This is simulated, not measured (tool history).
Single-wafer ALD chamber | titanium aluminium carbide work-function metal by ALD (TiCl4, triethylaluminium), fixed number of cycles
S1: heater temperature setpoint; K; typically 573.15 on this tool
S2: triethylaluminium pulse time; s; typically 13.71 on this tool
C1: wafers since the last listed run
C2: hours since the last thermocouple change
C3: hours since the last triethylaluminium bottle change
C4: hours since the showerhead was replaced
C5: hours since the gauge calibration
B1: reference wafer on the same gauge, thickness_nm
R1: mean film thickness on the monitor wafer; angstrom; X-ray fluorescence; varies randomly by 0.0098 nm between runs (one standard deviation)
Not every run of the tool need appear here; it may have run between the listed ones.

| run | hour | S1 | S2 | C1 | C2 | C3 | C4 | C5 | B1 | R1 |
|---|---|---|---|---|---|---|---|---|---|---|
| 1 | 0 | 573.15 | 13.71 | 0 | 175 | 632.5 | 2675 | 848.6 | 2.462 | 22.73 |
| 2 | 38.6 | 573.15 | 13.71 | 445 | 213.6 | 671.1 | 2713.6 | 887.2 | 2.458 | 22.77 |
| 3 | 67.7 | 573.15 | 13.71 | 335 | 242.7 | 700.2 | 2742.7 | 916.3 | 2.459 | 22.89 |
| 4 | 93 | 566.15 | 13.71 | 291 | 268 | 725.5 | 2768 | 941.6 | 2.461 | 22.16 |
| 5 | 133 | 566.15 | 13.71 | 461 | 308 | 765.5 | 2808 | 981.6 | 2.462 | 22.1 |
| 6 | 159.9 | 566.15 | 13.71 | 310 | 334.9 | 792.4 | 2834.9 | 1008.5 | 2.46 | 22.17 |
| 7 | 195 | 573.15 | 17.76 | 404 | 370 | 827.5 | 2870 | 1043.6 | 2.458 | 22.99 |
| 8 | 219.1 | 573.15 | 13.71 | 277 | 394.1 | 851.6 | 2894.1 | 1067.7 | 2.461 | 22.82 |
| 9 | 249.9 | 573.15 | 13.71 | 355 | 424.9 | 882.4 | 2924.9 | 1098.5 | 2.462 | 22.81 |
| 10 | 387.1 | 573.15 | 13.71 | 1582 | 562.1 | 1019.6 | 3062.1 | 1235.7 | 2.462 | 22.68 |
| 11 | 421.5 | 573.15 | 13.71 | 396 | 596.5 | 1054 | 3096.5 | 1270.1 | 2.46 | 22.68 |
|  | 452.4 | triethylaluminium bottle replaced |
| 12 | 474.4 | 573.15 | 13.71 | 517 | 649.4 | 22 | 3149.4 | 1323 | 2.46 | 22.24 |
| 13 | 544.3 | 573.15 | 13.71 | 806 | 719.3 | 91.9 | 3219.3 | 1392.9 | 2.461 | 22.08 |
| 14 | 572.4 | 562.15 | 16.46 | 324 | 747.4 | 120 | 3247.4 | 1421 | 2.456 | 21.35 |
| 15 | 662 | 573.15 | 13.71 | 1033 | 837 | 209.6 | 3337 | 1510.6 | 2.461 | 22.13 |
| 16 | 719.3 | 563.15 | 18.9 | 660 | 894.3 | 266.9 | 3394.3 | 1567.9 | 2.455 | 21.71 |
| 17 | 787.7 | 559.15 | 17.54 | 788 | 962.7 | 335.3 | 3462.7 | 1636.3 | 2.462 | 21.36 |

Predict the results of run 18:
|  | 810.1 | showerhead replaced |
| 18 | 825.3 | 559.15 | 9.62 | 341 | 1000.3 | 372.9 | 15.2 | 1673.9 | ? | ? |

B1: 2.46
R1: 19.27 angstrom
With no hidden state in the tool, this same run would have given R1 21.27 angstrom.

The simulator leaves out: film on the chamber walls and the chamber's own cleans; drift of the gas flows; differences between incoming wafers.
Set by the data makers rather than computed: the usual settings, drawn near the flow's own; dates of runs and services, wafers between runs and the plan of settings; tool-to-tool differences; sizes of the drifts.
